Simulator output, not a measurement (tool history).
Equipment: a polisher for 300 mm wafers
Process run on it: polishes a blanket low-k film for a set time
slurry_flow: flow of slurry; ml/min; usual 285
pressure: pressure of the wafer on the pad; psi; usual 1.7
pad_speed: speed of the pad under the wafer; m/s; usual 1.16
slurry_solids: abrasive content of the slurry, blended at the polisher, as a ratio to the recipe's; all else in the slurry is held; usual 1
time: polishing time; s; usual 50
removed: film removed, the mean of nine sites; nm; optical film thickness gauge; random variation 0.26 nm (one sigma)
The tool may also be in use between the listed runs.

run,hour,slurry_flow,pressure,pad_speed,slurry_solids,time,wafers since the last listed run,wafers polished on this pad,hours since the slurry nozzle was cleaned,hours since the head pressure was calibrated,hours since the slurry blender was calibrated,hours since the conditioning disc was replaced,"incoming thickness of the incoming film, nm",removed
1,0,285,1.7,1.32,1,50,0,1962,6.1,701.7,22.8,120.2,704.7,20.9
# hour 5.7: worn pad replaced by a new one
2,12.6,285,1.7,1.16,1,50,120,96,18.7,714.3,35.4,132.8,710.7,19.2
3,31.7,220,1.7,1.16,1,61,267,364,37.8,733.4,54.5,151.9,710.5,22.2
4,50.5,220,1.7,1.16,1,61,263,627,56.6,752.2,73.3,170.7,708,21.5
5,80.3,220,1.7,1.16,1,61,417,1044,86.4,782,103.1,200.5,715.4,21.6
6,110.8,285,1.7,1.16,1,50,426,1471,116.9,812.5,133.6,231,702.1,18.4
7,129.3,285,1.7,1.16,1,50,258,1730,135.4,831,152.1,249.5,708.5,18.2
# hour 144.2: worn pad replaced by a new one
8,150.7,350,2.1,1.16,1,50,243,90,156.8,852.4,173.5,270.9,706.4,23
9,174.2,350,2.1,1.16,1,50,328,419,180.3,875.9,197,294.4,710.1,22.6
# hour 193: slurry nozzle cleaned
10,200.9,350,2.1,1.16,1,50,359,778,7.9,902.6,223.7,321.1,712.3,22.8
# hour 218.7: slurry blender recalibrated
11,228.7,285,1.7,1.16,1,50,361,1140,35.7,930.4,10,348.9,721.3,19.5
12,250.2,380,1.7,1.16,1.3,63,300,1441,57.2,951.9,31.5,370.4,705.6,27.6
13,272.2,285,1.7,1.16,1,50,307,1748,79.2,973.9,53.5,392.4,707.3,18.8
# hour 292.8: worn pad replaced by a new one
# hour 303: conditioning disc replaced and pad reconditioned
14,303.5,240,1.4,1.16,1,43,354,121,110.5,1005.2,84.8,0.5,706.3,12.8
15,329.1,375,1.7,1.16,1,35,358,479,136.1,1030.8,110.4,26.1,708.1,12.9
16,343.6,285,1.7,1.16,1,50,202,682,150.6,1045.3,124.9,40.6,703.1,17.9
17,356.8,325,1.7,1.16,1,40,184,867,163.8,1058.5,138.1,53.8,713.7,14.6
# hour 388.6: head pressure recalibrated
18,389.1,285,1.7,1.16,1,50,424,1291,196.1,0.5,170.4,86.1,707.1,18.3
19,410.8,285,1.7,1.16,1,50,303,1594,217.8,22.2,192.1,107.8,711.2,18
# hour 414.3: slurry nozzle cleaned
20,437.9,285,1.9,0.9,1.15,65,365,1960,23.6,49.3,219.2,134.9,703.4,23
# hour 449.1: worn pad replaced by a new one
# hour 463.1: slurry blender recalibrated
21,473,285,1.9,0.86,0.9,50,407,306,58.7,84.4,9.9,170,704.1,16
22,496.4,285,1.4,1.16,1.25,68,327,634,82.1,107.8,33.3,193.4,717.5,23.1
23,530.3,285,1.7,1.16,1,50,474,1108,116,141.7,67.2,227.3,709.1,18.8
24,549.4,325,1.7,1.16,1,40,267,1376,135.1,160.8,86.3,246.4,695.7,14.8
# hour 576.9: worn pad replaced by a new one
25,583.8,285,1.7,1.16,0.75,50,425,96,169.5,195.2,120.7,280.8,703.4,15.8
26,616.4,285,1.2,1.38,1,50,456,553,202.1,227.8,153.3,313.4,713.3,15
# hour 642.3: slurry nozzle cleaned
27,643.4,285,1.7,1.16,1,67,363,916,1.1,254.8,180.3,340.4,713.2,24.4

For some of the steps in removed from one run to the next: how much would appear even if the tool had no hidden state, given the settings, what came in and random variation, and how much remains for the hidden state plus any gauge scatter that the measured result and the result without hidden state don't share?
Hidden state at play: removal rate lost through wear of the pad, %; slurry flow missing at the pad, %; deviation of the head's pressure from its setpoint, %; abrasive missing from the slurry, %; time polished since the conditioner stopped cutting, s.
Run 10 -> 11: slurry_flow 350 -> 285, pressure 2.1 -> 1.7, slurry blender recalibrated. removed -3.3 nm: hidden state +1.8, all else -5.1.
Run 12 -> 13: slurry_flow 380 -> 285, slurry_solids 1.3 -> 1, time 63 -> 50. removed -8.8 nm: hidden state -0.2, all else -8.6.
Run 20 -> 21: pad_speed 0.9 -> 0.86, slurry_solids 1.15 -> 0.9, time 65 -> 50, worn pad replaced by a new one, slurry blender recalibrated. removed -7 nm: hidden state +1.8, all else -8.8.
Run 26 -> 27: pressure 1.2 -> 1.7, pad_speed 1.38 -> 1.16, time 50 -> 67, slurry nozzle cleaned. removed +9.4 nm: hidden state -0.9, all else +10.3.
